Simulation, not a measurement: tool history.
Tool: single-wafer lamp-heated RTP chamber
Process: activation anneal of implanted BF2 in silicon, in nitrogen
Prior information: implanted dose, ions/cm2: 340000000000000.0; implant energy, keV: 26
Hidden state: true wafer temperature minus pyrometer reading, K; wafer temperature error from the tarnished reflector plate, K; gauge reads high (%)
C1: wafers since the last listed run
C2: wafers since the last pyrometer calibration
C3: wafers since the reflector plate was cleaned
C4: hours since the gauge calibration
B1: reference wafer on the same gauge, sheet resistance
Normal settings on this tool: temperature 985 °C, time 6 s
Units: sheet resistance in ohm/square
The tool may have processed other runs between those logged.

run 1 day=0 | temperature=985 time=5 | C1=0 C2=6987 C3=8814 C4=468.4 | B1=327.93 | sheet_resistance=355.33
-- day=0.092 reflector plate cleaned
run 2 day=1.821 | temperature=985 time=5 | C1=1101 C2=8088 C3=1101 C4=512.1 | B1=327.92 | sheet_resistance=358.04
-- day=2.533 pyrometer window cleaned and pyrometer calibrated
run 3 day=10.042 | temperature=985 time=5 | C1=5025 C2=4784 C3=6126 C4=709.4 | B1=328.09 | sheet_resistance=356.87
-- day=12.033 reflector plate cleaned
run 4 day=12.054 | temperature=985 time=7 | C1=1069 C2=5854 C3=13 C4=757.7 | B1=327.88 | sheet_resistance=359.71
run 5 day=14.871 | temperature=985 time=7 | C1=1794 C2=7648 C3=1807 C4=825.3 | B1=327.96 | sheet_resistance=357.05
-- day=18.012 gauge calibrated
-- day=18.512 pyrometer window cleaned and pyrometer calibrated
run 6 day=18.892 | temperature=1003 time=6 | C1=2349 C2=240 C3=4156 C4=21.1 | B1=327.81 | sheet_resistance=356.01
run 7 day=22.525 | temperature=976 time=8 | C1=2314 C2=2555 C3=6471 C4=108.3 | B1=327.82 | sheet_resistance=360.3
-- day=24.45 reflector plate cleaned
run 8 day=25.65 | temperature=976 time=8 | C1=1778 C2=4333 C3=764 C4=183.3 | B1=327.87 | sheet_resistance=361.26
run 9 day=29.746 | temperature=976 time=8 | C1=2609 C2=6943 C3=3374 C4=281.6 | B1=328.08 | sheet_resistance=359.34
-- day=34.262 pyrometer window cleaned and pyrometer calibrated
-- day=38.629 reflector plate cleaned
run 10 day=39.029 | temperature=985 time=6 | C1=5489 C2=2824 C3=253 C4=504.4 | B1=328.18 | sheet_resistance=359.49
run 11 day=42.562 | temperature=958 time=5 | C1=2251 C2=5075 C3=2504 C4=589.2 | B1=328.04 | sheet_resistance=377.84
run 12 day=45.204 | temperature=999 time=4 | C1=1683 C2=6758 C3=4188 C4=652.6 | B1=327.96 | sheet_resistance=355.95
-- day=48 pyrometer window cleaned and pyrometer calibrated
run 13 day=48.9 | temperature=985 time=6 | C1=2142 C2=572 C3=6330 C4=741.3 | B1=327.98 | sheet_resistance=359.54
-- day=52.046 gauge calibrated
run 14 day=52.775 | temperature=994 time=8 | C1=2468 C2=3041 C3=8799 C4=17.5 | B1=328.13 | sheet_resistance=355.51
-- day=53.442 reflector plate cleaned
run 15 day=56.104 | temperature=966 time=5 | C1=1908 C2=4949 C3=1695 C4=97.4 | B1=327.98 | sheet_resistance=367.72
run 16 day=59 | temperature=1007 time=6 | C1=1844 C2=6794 C3=3540 C4=166.9 | B1=327.96 | sheet_resistance=354.46
-- day=60.833 pyrometer window cleaned and pyrometer calibrated
run 17 day=62.771 | temperature=1012 time=4 | C1=2190 C2=1233 C3=5730 C4=257.4 | B1=328.02 | sheet_resistance=356.67
run 18 day=65.558 | temperature=1003 time=6 | C1=1775 C2=3009 C3=7506 C4=324.3 | B1=328.22 | sheet_resistance=355.02
-- day=66.033 reflector plate cleaned
run 19 day=67.088 | temperature=999 time=9 | C1=761 C2=3771 C3=671 C4=361 | B1=328.13 | sheet_resistance=354.41
run 20 day=69.558 | temperature=985 time=6 | C1=1574 C2=5345 C3=2245 C4=420.3 | B1=327.81 | sheet_resistance=357.79

Across each entry between runs, compare the hidden state at the last listed run before it with the hidden state at the first listed run after it:
Between runs 1 and 2: reflector plate cleaned (day 0.092)
  true wafer temperature minus pyrometer reading, K: 9.73 -> 9.98; wafer temperature error from the tarnished reflector plate, K: 8.41 -> 1.07
  measured less the result without the state, sheet resistance: -6.44 -> -4.7 ohm/square
Between runs 2 and 3: pyrometer window cleaned and pyrometer calibrated (day 2.533)
  true wafer temperature minus pyrometer reading, K: 9.98 -> 7.01; wafer temperature error from the tarnished reflector plate, K: 1.07 -> 5.8
  measured less the result without the state, sheet resistance: -4.7 -> -5.21 ohm/square
Between runs 3 and 4: reflector plate cleaned (day 12.033)
  true wafer temperature minus pyrometer reading, K: 7.01 -> 7.61; wafer temperature error from the tarnished reflector plate, K: 5.8 -> 0.0651
  measured less the result without the state, sheet resistance: -5.21 -> -3.38 ohm/square
Between runs 5 and 6: gauge calibrated (day 18.012); pyrometer window cleaned and pyrometer calibrated (day 18.512)
  true wafer temperature minus pyrometer reading, K: 8.11 -> 0.878; wafer temperature error from the tarnished reflector plate, K: 1.68 -> 4
  measured less the result without the state, sheet resistance: -4.06 -> -0.74 ohm/square
Between runs 7 and 8: reflector plate cleaned (day 24.45)
  true wafer temperature minus pyrometer reading, K: 5.18 -> 6.95; wafer temperature error from the tarnished reflector plate, K: 6.09 -> 1.62
  measured less the result without the state, sheet resistance: -7.25 -> -5.89 ohm/square
Between runs 9 and 10: pyrometer window cleaned and pyrometer calibrated (day 34.262); reflector plate cleaned (day 38.629)
  true wafer temperature minus pyrometer reading, K: 8.03 -> 5.93; wafer temperature error from the tarnished reflector plate, K: 3.98 -> 0.669
  measured less the result without the state, sheet resistance: -7.58 -> -3.06 ohm/square
Between runs 12 and 13: pyrometer window cleaned and pyrometer calibrated (day 48)
  true wafer temperature minus pyrometer reading, K: 8.19 -> 3.54; wafer temperature error from the tarnished reflector plate, K: 4.22 -> 6.34
  measured less the result without the state, sheet resistance: -2.2 -> -4.23 ohm/square
Between runs 13 and 14: gauge calibrated (day 52.046)
  true wafer temperature minus pyrometer reading, K: 3.54 -> 7.55; wafer temperature error from the tarnished reflector plate, K: 6.34 -> 8.57
  measured less the result without the state, sheet resistance: -4.23 -> -3.04 ohm/square
Between runs 14 and 15: reflector plate cleaned (day 53.442)
  true wafer temperature minus pyrometer reading, K: 7.55 -> 9.12; wafer temperature error from the tarnished reflector plate, K: 8.57 -> 1.89
  measured less the result without the state, sheet resistance: -3.04 -> -12.36 ohm/square
Between runs 16 and 17: pyrometer window cleaned and pyrometer calibrated (day 60.833)
  true wafer temperature minus pyrometer reading, K: 9.81 -> 3.27; wafer temperature error from the tarnished reflector plate, K: 3.56 -> 5.73
  measured less the result without the state, sheet resistance: -1.05 -> -0.59 ohm/square
Between runs 18 and 19: reflector plate cleaned (day 66.033)
  true wafer temperature minus pyrometer reading, K: 5.83 -> 6.7; wafer temperature error from the tarnished reflector plate, K: 7.33 -> 0.875
  measured less the result without the state, sheet resistance: -1.48 -> -1.26 ohm/square
